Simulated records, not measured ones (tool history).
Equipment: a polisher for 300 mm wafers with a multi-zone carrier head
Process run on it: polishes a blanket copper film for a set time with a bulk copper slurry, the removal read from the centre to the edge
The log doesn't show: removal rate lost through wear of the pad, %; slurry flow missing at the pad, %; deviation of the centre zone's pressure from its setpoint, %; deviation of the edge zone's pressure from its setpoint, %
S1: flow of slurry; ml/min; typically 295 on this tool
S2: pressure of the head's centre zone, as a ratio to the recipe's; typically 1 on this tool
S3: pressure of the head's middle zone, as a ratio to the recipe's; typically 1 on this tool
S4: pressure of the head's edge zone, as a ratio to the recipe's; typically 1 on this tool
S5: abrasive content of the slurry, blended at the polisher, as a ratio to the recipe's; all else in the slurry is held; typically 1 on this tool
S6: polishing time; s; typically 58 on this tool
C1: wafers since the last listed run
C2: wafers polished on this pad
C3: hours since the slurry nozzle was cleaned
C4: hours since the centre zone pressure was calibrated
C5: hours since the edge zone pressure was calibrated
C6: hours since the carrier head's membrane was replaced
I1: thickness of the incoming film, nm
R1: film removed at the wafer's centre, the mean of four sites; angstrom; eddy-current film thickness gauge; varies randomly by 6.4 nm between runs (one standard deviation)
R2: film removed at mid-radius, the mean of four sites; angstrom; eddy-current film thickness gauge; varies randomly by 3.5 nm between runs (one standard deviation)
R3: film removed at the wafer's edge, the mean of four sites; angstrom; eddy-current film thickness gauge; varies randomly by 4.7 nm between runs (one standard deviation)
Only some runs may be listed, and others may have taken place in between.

run,hour,S1,S2,S3,S4,S5,S6,C1,C2,C3,C4,C5,C6,I1,R1,R2,R3
1,0,295,1.04,1,1,0.9,58,0,222,460.1,191.6,224.5,304.2,4572.5,5158,4822,4926
2,14.8,295,1,0.93,1.1,1.15,47,88,311,474.9,206.4,239.3,319,4578.6,4351,3966,4527
3,36.1,295,1,1,0.97,1,58,127,438,496.2,227.7,260.6,340.3,4571.2,5144,4987,5047
4,60.4,235,1,0.91,1,0.8,39,145,584,520.5,252,284.9,364.6,4593.5,3082,2780,3101
5,83.1,295,1,1,1,1,58,135,720,543.2,274.7,307.6,387.3,4514.7,5084,4993,5025
6,118.5,240,1,0.9,1,1,58,211,932,578.6,310.1,343,422.7,4578.7,4891,4408,4966
# hour 133: slurry nozzle cleaned
7,140.6,335,1,1,0.95,1,58,126,1058,7.6,332.2,365.1,444.8,4588.6,5493,5404,5197
8,156.6,295,1.06,0.96,1,0.75,58,95,1154,23.6,348.2,381.1,460.8,4622,5267,4660,4801
9,180,220,1,1.11,0.97,1,71,140,1294,47,371.6,404.5,484.2,4548.6,6449,6754,6244
10,204.8,295,1,1.11,1,0.75,58,148,1442,71.8,396.4,429.3,509,4583.7,4780,5209,4813
11,219.7,295,1,1,1,1,69,89,1531,86.7,411.3,444.2,523.9,4545.1,6321,6142,6190
# hour 244.2: worn pad replaced by a new one
12,249.5,295,1,1,1,1,46,154,31,116.5,441.1,474,553.7,4493.8,4184,4097,4128
# hour 255.5: centre zone pressure recalibrated
13,279.6,255,1.09,1,1,1,77,168,199,146.6,24.1,504.1,583.8,4493.9,7514,6681,6815
14,358.7,295,1,1,1,1,58,473,673,225.7,103.2,583.2,662.9,4653.5,5357,5146,5158
15,398.3,295,1,1.08,1.03,0.9,69,237,910,265.3,142.8,622.8,702.5,4567.2,6002,6265,5983
16,418.4,295,1,1,1,1,58,120,1030,285.4,162.9,642.9,722.6,4584.7,5273,5117,5080
17,441,225,1,1,0.92,0.8,58,135,1165,308,185.5,665.5,745.2,4616,4643,4589,4460
18,454.9,295,1,1,0.96,1,58,83,1249,321.9,199.4,679.4,759.1,4509.2,5264,5067,5063
19,468.2,335,1.12,1,1.04,1,75,79,1328,335.2,212.7,692.7,772.4,4480.8,7730,6669,6831
20,485.8,295,1,1,1,1,58,105,1434,352.8,230.3,710.3,790,4509.4,5161,5086,5066
# hour 501.9: worn pad replaced by a new one
21,506,230,1,1,1.05,1,58,96,24,373,250.5,730.5,810.2,4595,5000,4879,5078
22,527,295,1,1,1,1,58,125,150,394,271.5,751.5,831.2,4562.7,5231,5065,5095
23,545.8,295,1,1,1,1,58,112,262,412.8,290.3,770.3,850,4552.7,5118,5101,5069

Pick out some run-to-run changes in R1. Of each, how much would a tool without hidden state show as well, from the settings, what came in and chance, and how much is left for the hidden state and any gauge scatter not in both results compared?
Run 6 -> 7: S1 240 -> 335, S3 0.9 -> 1, S4 1 -> 0.95, slurry nozzle cleaned. R1 +602 angstrom: hidden state +457, all else +145.
Run 12 -> 13: S1 295 -> 255, S2 1 -> 1.09, S6 46 -> 77, centre zone pressure recalibrated. R1 +3330 angstrom: hidden state -143, all else +3473.
Run 19 -> 20: S1 335 -> 295, S2 1.12 -> 1, S4 1.04 -> 1, S6 75 -> 58. R1 -2569 angstrom: hidden state +79, all else -2648.
